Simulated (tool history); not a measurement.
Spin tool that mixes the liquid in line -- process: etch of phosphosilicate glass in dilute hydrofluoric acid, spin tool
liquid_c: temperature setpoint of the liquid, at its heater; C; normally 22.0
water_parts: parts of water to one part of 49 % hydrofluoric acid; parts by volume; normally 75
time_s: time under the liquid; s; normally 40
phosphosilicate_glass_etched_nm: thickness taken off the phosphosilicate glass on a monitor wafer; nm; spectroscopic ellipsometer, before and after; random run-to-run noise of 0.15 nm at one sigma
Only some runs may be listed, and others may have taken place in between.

| run | day | liquid_c | water_parts | time_s | read-back film thickness of the phosphosilicate glass reference wafer, read on the same gauge (nm) | phosphosilicate_glass_etched_nm |
|---|---|---|---|---|---|---|
| 1 | 0.000 | 22.0 | 75 | 40 | 99.99 | 36.64 |
| 2 | 1.500 | 22.0 | 75 | 50 | 100.00 | 45.42 |
| 3 | 2.154 | 22.0 | 75 | 50 | 100.00 | 45.41 |
| 4 | 3.088 | 22.0 | 75 | 40 | 99.99 | 36.34 |
| 5 | 4.017 | 22.0 | 75 | 40 | 99.98 | 36.38 |
| 6 | 5.388 | 22.0 | 75 | 40 | 100.02 | 36.22 |
| 7 | 6.683 | 20.0 | 105 | 40 | 100.01 | 23.16 |
| 8 | 7.442 | 24.0 | 75 | 40 | 99.99 | 39.44 |
| 9 | 8.917 | 24.0 | 75 | 40 | 100.01 | 39.54 |
| 10 | 9.592 | 22.0 | 75 | 40 | 100.02 | 36.10 |
| 11 | 11.021 | 22.0 | 75 | 40 | 99.96 | 36.29 |
| 12 | 11.750 | 22.0 | 75 | 40 | 100.01 | 36.60 |
| 13 | 13.142 | 22.0 | 75 | 40 | 99.98 | 36.09 |
|  | 13.717 | hydrofluoric acid flow meter replaced |
| 14 | 14.429 | 22.0 | 75 | 40 | 100.02 | 34.83 |
| 15 | 15.433 | 22.0 | 60 | 40 | 100.00 | 44.71 |
|  | 16.750 | thermometer replaced |
| 16 | 16.771 | 24.0 | 95 | 55 | 99.99 | 39.82 |
| 17 | 17.542 | 26.0 | 95 | 30 | 100.01 | 23.44 |
| 18 | 18.204 | 22.0 | 75 | 40 | 99.96 | 34.63 |
|  | 18.712 | hydrofluoric acid flow meter replaced, repeated, since the last time left the tool worse |
| 19 | 19.304 | 25.5 | 75 | 30 | 99.98 | 32.83 |
| 20 | 20.717 | 22.0 | 75 | 40 | 99.99 | 38.03 |
| 21 | 21.296 | 18.0 | 60 | 65 | 99.95 | 66.57 |
|  | 24.117 | gauge calibrated |
| 22 | 25.142 | 22.0 | 75 | 40 | 99.98 | 38.31 |
| 23 | 26.529 | 18.0 | 55 | 55 | 100.01 | 61.52 |
| 24 | 27.283 | 18.0 | 115 | 20 | 100.02 | 10.07 |
| 25 | 27.925 | 26.5 | 60 | 55 | 99.95 | 79.88 |
| 26 | 29.308 | 22.0 | 75 | 40 | 100.02 | 37.64 |
| 27 | 29.979 | 22.0 | 50 | 30 | 99.97 | 44.17 |
| 28 | 31.442 | 22.0 | 45 | 50 | 100.03 | 82.09 |
| 29 | 32.758 | 22.0 | 110 | 40 | 99.97 | 24.83 |
| 30 | 33.458 | 22.0 | 75 | 40 | 100.01 | 37.72 |
| 31 | 34.592 | 22.0 | 75 | 40 | 100.01 | 37.73 |
| 32 | 36.025 | 20.5 | 55 | 60 | 99.95 | 74.44 |

Below, some changes in phosphosilicate_glass_etched_nm between adjacent runs. For each, the amount present without the hidden state too (settings, incoming material, random variation) and the amount remaining for the hidden state with gauge scatter not shared by both compared results:
Hidden conditions of the tool in this case: liquid colder than its thermometer reads (K); hydrofluoric acid flow below the setpoint (%); gauge reads high (%).
Run 13 -> 14: hydrofluoric acid flow meter replaced. phosphosilicate_glass_etched_nm -1.26 nm: hidden state -1.37, all else +0.11.
Run 16 -> 17: liquid_c 24.0 -> 26.0, time_s 55 -> 30. phosphosilicate_glass_etched_nm -16.38 nm: hidden state +1.61, all else -17.99.
Run 18 -> 19: liquid_c 22.0 -> 25.5, time_s 40 -> 30, hydrofluoric acid flow meter replaced, repeated, since the last time left the tool worse. phosphosilicate_glass_etched_nm -1.80 nm: hidden state +3.32, all else -5.12.
Run 23 -> 24: water_parts 55 -> 115, time_s 55 -> 20. phosphosilicate_glass_etched_nm -51.45 nm: hidden state +0.35, all else -51.80.
Run 24 -> 25: liquid_c 18.0 -> 26.5, water_parts 115 -> 60, time_s 20 -> 55. phosphosilicate_glass_etched_nm +69.81 nm: hidden state -0.56, all else +70.37.
Run 28 -> 29: water_parts 45 -> 110, time_s 50 -> 40. phosphosilicate_glass_etched_nm -57.26 nm: hidden state +0.53, all else -57.79.
